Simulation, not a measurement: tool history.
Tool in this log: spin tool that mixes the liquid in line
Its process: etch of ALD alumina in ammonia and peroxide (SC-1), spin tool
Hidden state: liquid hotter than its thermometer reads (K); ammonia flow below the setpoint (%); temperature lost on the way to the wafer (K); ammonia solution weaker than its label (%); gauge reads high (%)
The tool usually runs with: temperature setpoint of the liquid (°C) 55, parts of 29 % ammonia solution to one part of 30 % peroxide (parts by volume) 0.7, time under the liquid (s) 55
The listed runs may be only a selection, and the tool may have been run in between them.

run   hour  temperature setpoint of the liquid (°C)  parts of 29 % ammonia solution to one part of 30 % peroxide (parts by volume)  time under the liquid (s)  wafers since the last listed run  hours since the thermometer was replaced  hours since the ammonia flow meter was replaced  hours since the heated supply line was repaired  hours since the drum of ammonia solution was connected  hours since the gauge calibration  read-back film thickness of the ALD alumina reference wafer, read on the same gauge (nm)  thickness taken off the ALD alumina on a monitor wafer (nm)
  1      0                                       55                                                                            0.7                         55                                 0                                     429.6                                            190.5                                           2009.3                                                     153                              156.2                                                                                    90.013                                                        4.232
  2   16.6                                       55                                                                            0.7                         55                               162                                     446.2                                            207.1                                           2025.9                                                   169.6                              172.8                                                                                    90.024                                                        4.251
  3   32.5                                       60                                                                            0.7                         55                               155                                     462.1                                              223                                           2041.8                                                   185.5                              188.7                                                                                    90.019                                                        5.487
  4   41.8                                       60                                                                            0.7                         55                                91                                     471.4                                            232.3                                           2051.1                                                   194.8                                198                                                                                    89.988                                                        5.445
  5   50.1                                       60                                                                            0.7                         55                                81                                     479.7                                            240.6                                           2059.4                                                   203.1                              206.3                                                                                    89.984                                                        5.525
  6   59.7                                       61                                                                            0.5                         55                                94                                     489.3                                            250.2                                             2069                                                   212.7                              215.9                                                                                    90.035                                                        5.648
  7   68.7                                       55                                                                            0.8                         30                                88                                     498.3                                            259.2                                             2078                                                   221.7                              224.9                                                                                    90.011                                                        2.337
  8   77.7                                       55                                                                            0.7                         30                                88                                     507.3                                            268.2                                             2087                                                   230.7                              233.9                                                                                    89.953                                                        2.324
      84.6  -- new drum of ammonia solution connected
      96.8  -- heated supply line repaired
  9  109.3                                       62                                                                           0.55                         55                               289                                     538.9                                            299.8                                             12.5                                                    24.7                              265.5                                                                                    90.012                                                        6.019
 10  122.8                                       62                                                                            0.7                         85                               132                                     552.4                                            313.3                                               26                                                    38.2                                279                                                                                    90.001                                                        9.401
     126.9  -- gauge calibrated
     145.8  -- thermometer replaced
 11  155.7                                       55                                                                            0.7                         55                               312                                       9.9                                            346.2                                             58.9                                                    71.1                               28.8                                                                                        90                                                        4.262
 12  171.8                                     57.5                                                                            0.4                         35                               157                                        26                                            362.3                                               75                                                    87.2                               44.9                                                                                     90.02                                                        2.932
       193  -- ammonia flow meter replaced
 13  208.6                                       55                                                                            0.7                         55                               350                                      62.8                                             15.6                                            111.8                                                     124                               81.7                                                                                    90.028                                                        4.201
 14  219.3                                       55                                                                            0.9                         55                               104                                      73.5                                             26.3                                            122.5                                                   134.7                               92.4                                                                                    89.975                                                        4.332
 15  227.9                                       55                                                                            0.7                         55                                84                                      82.1                                             34.9                                            131.1                                                   143.3                                101                                                                                    89.976                                                         4.23
 16    236                                       63                                                                            0.8                         25                                79                                      90.2                                               43                                            139.2                                                   151.4                              109.1                                                                                    89.942                                                        2.954
 17  250.9                                       55                                                                            0.7                         55                               145                                     105.1                                             57.9                                            154.1                                                   166.3                                124                                                                                    89.948                                                        4.242
 18  257.3                                       50                                                                            0.8                         75                                62                                     111.5                                             64.3                                            160.5                                                   172.7                              130.4                                                                                    90.012                                                        4.499
 19    275                                       47                                                                           0.35                         65                               173                                     129.2                                               82                                            178.2                                                   190.4                              148.1                                                                                    89.984                                                        3.042
       278  -- new drum of ammonia solution connected
 20  283.3                                       55                                                                            0.7                         55                                71                                     137.5                                             90.3                                            186.5                                                     5.3                              156.4                                                                                    89.983                                                        4.249
 21  298.2                                     48.5                                                                            0.6                         55                               145                                     152.4                                            105.2                                            201.4                                                    20.2                              171.3                                                                                    89.993                                                        2.947
 22  342.1                                     63.5                                                                            0.7                         70                               429                                     196.3                                            149.1                                            245.3                                                    64.1                              215.2                                                                                    89.964                                                         8.48
 23  359.9                                     45.5                                                                           0.95                         55                               174                                     214.1                                            166.9                                            263.1                                                    81.9                                233                                                                                    89.993                                                        2.595
 24  367.4                                       55                                                                            0.6                         55                                73                                     221.6                                            174.4                                            270.6                                                    89.4                              240.5                                                                                    90.049                                                        4.169

Each row is a separate what-if for the run after 24, all from the same tool condition, not one after another. Results?
  A  367.8                                       55                                                                            0.7                         55                                 3                                       222                                            174.8                                              271                                                    89.8                              240.9                                                                                         ?                                                            ?
  B  367.8                                       55                                                                            0.5                         55                                 3                                       222                                            174.8                                              271                                                    89.8                              240.9                                                                                         ?                                                            ?
  C  367.8                                       55                                                                           0.85                         75                                 3                                       222                                            174.8                                              271                                                    89.8                              240.9                                                                                         ?                                                            ?
  D  367.8                                     49.5                                                                            0.4                         40                                 3                                       222                                            174.8                                              271                                                    89.8                              240.9                                                                                         ?                                                            ?
  E  367.8                                       55                                                                            0.4                         55                                 3                                       222                                            174.8                                              271                                                    89.8                              240.9                                                                                         ?                                                            ?

run  read-back film thickness of the ALD alumina reference wafer, read on the same gauge (nm)  thickness taken off the ALD alumina on a monitor wafer (nm)
  A                                                                                    90.008                                                        4.287
  B                                                                                    90.008                                                        4.152
  C                                                                                    90.008                                                        5.955
  D                                                                                    90.008                                                        2.195
  E                                                                                    90.008                                                        4.065
What these runs would have given with no unlogged condition in the tool:
run  thickness taken off the ALD alumina on a monitor wafer (nm)
  A                                                        4.287
  B                                                        4.152
  C                                                        5.955
  D                                                        2.195
  E                                                        4.065
